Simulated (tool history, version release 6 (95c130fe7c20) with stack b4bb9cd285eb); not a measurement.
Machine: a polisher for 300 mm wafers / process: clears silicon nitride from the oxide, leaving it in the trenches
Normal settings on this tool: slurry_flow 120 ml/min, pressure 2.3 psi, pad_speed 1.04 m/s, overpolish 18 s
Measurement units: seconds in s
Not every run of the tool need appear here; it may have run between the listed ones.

run   hour  slurry_flow  pressure  pad_speed  overpolish  wafers since the last listed run  wafers polished on this pad  hours since the slurry nozzle was cleaned  hours since the head pressure was calibrated  incoming thickness of the incoming film, nm  seconds
  1    0.0          120       2.3       1.04          13                                 0                          328                                      793.7                                        1172.9                                         71.2     93.4
  2   17.9          120       2.3       1.04          22                               193                          521                                      811.6                                        1190.8                                         69.8     93.3
  3   27.3          120       2.3       1.04          22                               101                          623                                      821.0                                        1200.2                                         70.3     92.6
  4   41.6          120       2.3       1.04          22                               154                          778                                      835.3                                        1214.5                                         68.4     91.9
  5   51.4          120       2.3       1.04          18                               105                          884                                      845.1                                        1224.3                                         69.9     93.6
  6   59.5          120       2.3       1.04          18                                87                          971                                      853.2                                        1232.4                                         69.4     94.7
  7   72.1          120       2.3       1.04          18                               136                         1107                                      865.8                                        1245.0                                         69.2     94.9
  8   78.7          120       2.3       1.04          18                                71                         1179                                      872.4                                        1251.6                                         69.8     96.9
      85.9  -- worn pad replaced by a new one
      89.2  -- slurry nozzle cleaned
  9   89.7          120       2.3       1.04          18                                64                           30                                        0.5                                        1262.6                                         69.8     91.1
 10  102.9          120       2.3       1.04          18                               142                          173                                       13.7                                        1275.8                                         69.6     92.1
 11  119.1          120       2.3       1.04          18                               175                          348                                       29.9                                        1292.0                                         69.8     92.0
     122.5  -- head pressure recalibrated
 12  130.1          120       2.3       1.04          18                                97                          445                                       40.9                                           7.6                                         68.9     92.2
 13  139.7          120       2.9       1.16          18                               103                          549                                       50.5                                          17.2                                         70.9     68.2
 14  152.4          105       1.6       1.04          18                               137                          686                                       63.2                                          29.9                                         69.2    134.3
 15  163.7          120       2.3       1.04          22                               122                          808                                       74.5                                          41.2                                         69.9     92.5
 16  181.3          120       3.0       1.04          27                               190                          999                                       92.1                                          58.8                                         69.8     73.3
 17  188.6          120       2.3       1.04          18                                78                         1078                                       99.4                                          66.1                                         69.1     95.8
     199.1  -- worn pad replaced by a new one
 18  204.4          130       2.3       1.04          13                               127                           57                                      115.2                                          81.9                                         70.6     90.1
 19  210.8          120       2.3       1.20          12                                69                          126                                      121.6                                          88.3                                         70.2     79.8
 20  220.4          120       2.6       1.36          13                               103                          230                                      131.2                                          97.9                                         69.1     61.4
 21  232.2          120       2.3       1.16          18                               127                          357                                      143.0                                         109.7                                         70.2     82.6
 22  250.0          120       2.8       1.04          13                               192                          550                                      160.8                                         127.5                                         68.9     75.0
 23  261.2          120       2.3       1.04          18                               121                          671                                      172.0                                         138.7                                         69.3     93.8

Describe how what the log doesn't record of the tool's condition differs between the last listed run preceding each entry between runs and the first listed run following it.
In the gap between runs 8 and 9: worn pad replaced by a new one (hour 85.9); slurry nozzle cleaned (hour 89.2)
  removal rate lost through wear of the pad, %: 5.17 -> 0.203
  measured less the result without the state, seconds: +5.0 -> +0.2 s
In the gap between runs 11 and 12: head pressure recalibrated (hour 122.5)
  removal rate lost through wear of the pad, %: 0.631 -> 0.965
  measured less the result without the state, seconds: +0.6 -> +0.9 s
In the gap between runs 17 and 18: worn pad replaced by a new one (hour 199.1)
  removal rate lost through wear of the pad, %: 4.34 -> 0.318
  measured less the result without the state, seconds: +4.2 -> +0.2 s
